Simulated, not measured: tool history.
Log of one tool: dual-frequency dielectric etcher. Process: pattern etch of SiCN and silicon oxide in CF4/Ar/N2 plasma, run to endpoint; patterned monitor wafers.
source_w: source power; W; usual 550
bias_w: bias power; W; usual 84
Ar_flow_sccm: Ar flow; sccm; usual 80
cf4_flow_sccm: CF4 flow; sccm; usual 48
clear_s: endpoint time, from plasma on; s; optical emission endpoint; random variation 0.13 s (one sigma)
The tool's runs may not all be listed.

run	hour	source_w	bias_w	Ar_flow_sccm	cf4_flow_sccm	incoming incoming film thickness, nm	clear_s
1	0	550	101	80	44	15.78	14.4
2	28	550	84	90	48	15.84	15.7
3	58.2	550	84	90	48	15.67	15.1
4	84.1	550	84	90	48	15.86	15.4
5	103.5	550	84	80	48	15.67	15.3
6	133.9	550	69	80	48	15.56	15.4
7	146.3	550	69	80	48	15.87	15.6
8	162.1	550	69	80	48	15.71	15.6
# hour 200.5: upper electrode replaced
9	201	620	84	80	48	15.63	13
10	210.9	550	84	75	40	15.61	15
# hour 237.6: Ar flow controller replaced
11	243.2	450	71	80	37	15.59	20
12	272.7	450	71	80	37	15.73	19.9
# hour 332.3: bias power generator calibrated
13	363.9	470	98	80	48	15.68	17.1
# hour 390.8: source power generator calibrated
# hour 391.3: CF4 flow controller replaced
# hour 402.2: wet clean of the chamber
14	446.1	430	92	69	40	15.69	20
15	474.9	550	84	80	48	15.67	15.2
16	577.8	550	84	80	48	15.89	15.1
17	592.8	550	84	66	53	15.72	14.7
18	615	590	94	80	36	15.66	13.8

Measured less the same run without the tool's hidden state. The same run-to-run variation is in both; the gauge's scatter may not be:
The hidden state here: etch rate over this chamber's usual, %; source power that arrives over what is set, %; bias power that arrives over what is set, %; Ar flow that arrives over what is set, %; CF4 flow that arrives over what is set, %.
run	clear_s
1	-0.3
2	-0.4
3	-0.4
4	-0.5
5	-0.5
6	-0.6
7	-0.6
8	-0.6
9	-0.6
10	-0.7
11	-1
12	-1
13	-1.1
14	-0.3
15	-0.4
16	-0.5
17	-0.5
18	-0.5
